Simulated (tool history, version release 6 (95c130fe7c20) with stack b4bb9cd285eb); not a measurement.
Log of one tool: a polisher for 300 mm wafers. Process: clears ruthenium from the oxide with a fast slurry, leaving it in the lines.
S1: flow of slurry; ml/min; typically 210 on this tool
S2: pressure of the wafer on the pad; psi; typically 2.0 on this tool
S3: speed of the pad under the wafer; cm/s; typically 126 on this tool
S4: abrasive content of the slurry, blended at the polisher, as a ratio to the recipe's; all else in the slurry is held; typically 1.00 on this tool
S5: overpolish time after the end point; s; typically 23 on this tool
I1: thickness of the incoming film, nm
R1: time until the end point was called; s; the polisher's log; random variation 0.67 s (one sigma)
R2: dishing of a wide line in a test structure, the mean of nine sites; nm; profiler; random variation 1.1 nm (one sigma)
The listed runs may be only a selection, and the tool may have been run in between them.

run 1 hour=0.0 | S1=210 S2=1.6 S3=126 S4=0.80 S5=23 | I1=279.1 | R1=87.3 R2=48.2
run 2 hour=54.6 | S1=210 S2=1.6 S3=126 S4=0.80 S5=23 | I1=281.0 | R1=86.3 R2=50.5
run 3 hour=125.9 | S1=210 S2=1.6 S3=126 S4=0.80 S5=23 | I1=280.9 | R1=88.2 R2=49.0
-- hour=163.4 head pressure recalibrated
-- hour=312.5 slurry blender recalibrated
run 4 hour=409.0 | S1=210 S2=2.0 S3=126 S4=1.00 S5=23 | I1=274.1 | R1=69.3 R2=58.2
run 5 hour=474.0 | S1=210 S2=2.0 S3=126 S4=1.00 S5=23 | I1=282.7 | R1=73.5 R2=56.9
-- hour=516.2 worn pad replaced by a new one
run 6 hour=570.9 | S1=210 S2=2.0 S3=126 S4=1.00 S5=23 | I1=283.5 | R1=65.4 R2=63.2
run 7 hour=617.8 | S1=210 S2=2.0 S3=126 S4=1.00 S5=23 | I1=279.5 | R1=64.2 R2=64.1
run 8 hour=680.5 | S1=210 S2=2.0 S3=126 S4=1.00 S5=23 | I1=273.6 | R1=63.6 R2=64.6
-- hour=744.8 head pressure recalibrated
run 9 hour=745.3 | S1=210 S2=2.0 S3=126 S4=1.00 S5=23 | I1=275.9 | R1=65.5 R2=61.9
run 10 hour=781.1 | S1=210 S2=2.0 S3=126 S4=1.00 S5=23 | I1=276.5 | R1=65.7 R2=59.7
-- hour=810.3 slurry nozzle cleaned
-- hour=826.7 slurry blender recalibrated
run 11 hour=876.1 | S1=210 S2=2.0 S3=126 S4=1.00 S5=23 | I1=277.1 | R1=67.6 R2=60.4
run 12 hour=916.6 | S1=210 S2=2.0 S3=126 S4=1.00 S5=23 | I1=277.6 | R1=66.9 R2=60.6
run 13 hour=993.7 | S1=210 S2=2.0 S3=126 S4=0.75 S5=18 | I1=280.1 | R1=84.8 R2=42.3
-- hour=1006.5 worn pad replaced by a new one
run 14 hour=1055.1 | S1=210 S2=2.0 S3=110 S4=1.00 S5=27 | I1=278.7 | R1=73.8 R2=65.3
run 15 hour=1118.1 | S1=240 S2=2.0 S3=126 S4=1.00 S5=12 | I1=282.3 | R1=63.8 R2=36.8
run 16 hour=1186.2 | S1=210 S2=2.3 S3=126 S4=1.00 S5=23 | I1=285.3 | R1=60.5 R2=68.2
run 17 hour=1259.3 | S1=145 S2=1.3 S3=126 S4=1.00 S5=23 | I1=277.0 | R1=93.1 R2=46.3
run 18 hour=1301.2 | S1=245 S2=2.5 S3=126 S4=1.00 S5=23 | I1=280.8 | R1=54.9 R2=70.1
-- hour=1310.7 head pressure recalibrated
run 19 hour=1356.5 | S1=210 S2=2.0 S3=126 S4=1.00 S5=23 | I1=274.2 | R1=66.3 R2=58.9
-- hour=1402.4 slurry blender recalibrated
run 20 hour=1452.8 | S1=210 S2=1.3 S3=86 S4=1.00 S5=23 | I1=279.6 | R1=139.0 R2=32.7
-- hour=1457.6 worn pad replaced by a new one
-- hour=1525.9 slurry nozzle cleaned
run 21 hour=1529.5 | S1=210 S2=2.0 S3=126 S4=1.10 S5=23 | I1=279.1 | R1=62.0 R2=65.5
run 22 hour=1615.8 | S1=280 S2=2.0 S3=140 S4=1.20 S5=16 | I1=280.0 | R1=51.6 R2=56.0
run 23 hour=1686.9 | S1=210 S2=2.0 S3=92 S4=1.00 S5=9 | I1=277.3 | R1=88.7 R2=20.9
run 24 hour=1725.4 | S1=245 S2=1.8 S3=164 S4=1.00 S5=23 | I1=280.2 | R1=53.3 R2=71.4
-- hour=1909.4 head pressure recalibrated
-- hour=1914.8 slurry blender recalibrated
run 25 hour=1916.2 | S1=210 S2=2.0 S3=126 S4=1.00 S5=28 | I1=274.4 | R1=68.9 R2=69.6
-- hour=1934.4 worn pad replaced by a new one
run 26 hour=2005.8 | S1=210 S2=2.0 S3=126 S4=1.00 S5=23 | I1=285.5 | R1=65.8 R2=63.3
run 27 hour=2043.0 | S1=210 S2=1.7 S3=126 S4=0.85 S5=23 | I1=280.1 | R1=80.4 R2=53.2
run 28 hour=2145.6 | S1=210 S2=2.0 S3=126 S4=1.00 S5=23 | I1=276.6 | R1=63.4 R2=61.6

Each row is a separate what-if for the run after 28, all from the same tool condition, not one after another. Results?
run A hour=2146.0 | S1=210 S2=2.0 S3=126 S4=1.00 S5=23 | I1=286.2 | R1=? R2=?
run B hour=2146.0 | S1=210 S2=2.3 S3=92 S4=1.00 S5=23 | I1=286.2 | R1=? R2=?
run C hour=2146.0 | S1=190 S2=2.3 S3=98 S4=1.00 S5=28 | I1=286.2 | R1=? R2=?
run D hour=2146.0 | S1=135 S2=2.7 S3=126 S4=1.00 S5=23 | I1=286.2 | R1=? R2=?

run=A R1=67.3 R2=61.9
run=B R1=82.9 R2=52.4
run=C R1=78.8 R2=63.8
run=D R1=57.1 R2=70.2
Had the tool no hidden state, the same runs would have come out as:
run=A R1=65.0 R2=63.6
run=B R1=80.1 R2=53.9
run=C R1=76.2 R2=65.5
run=D R1=55.2 R2=72.0
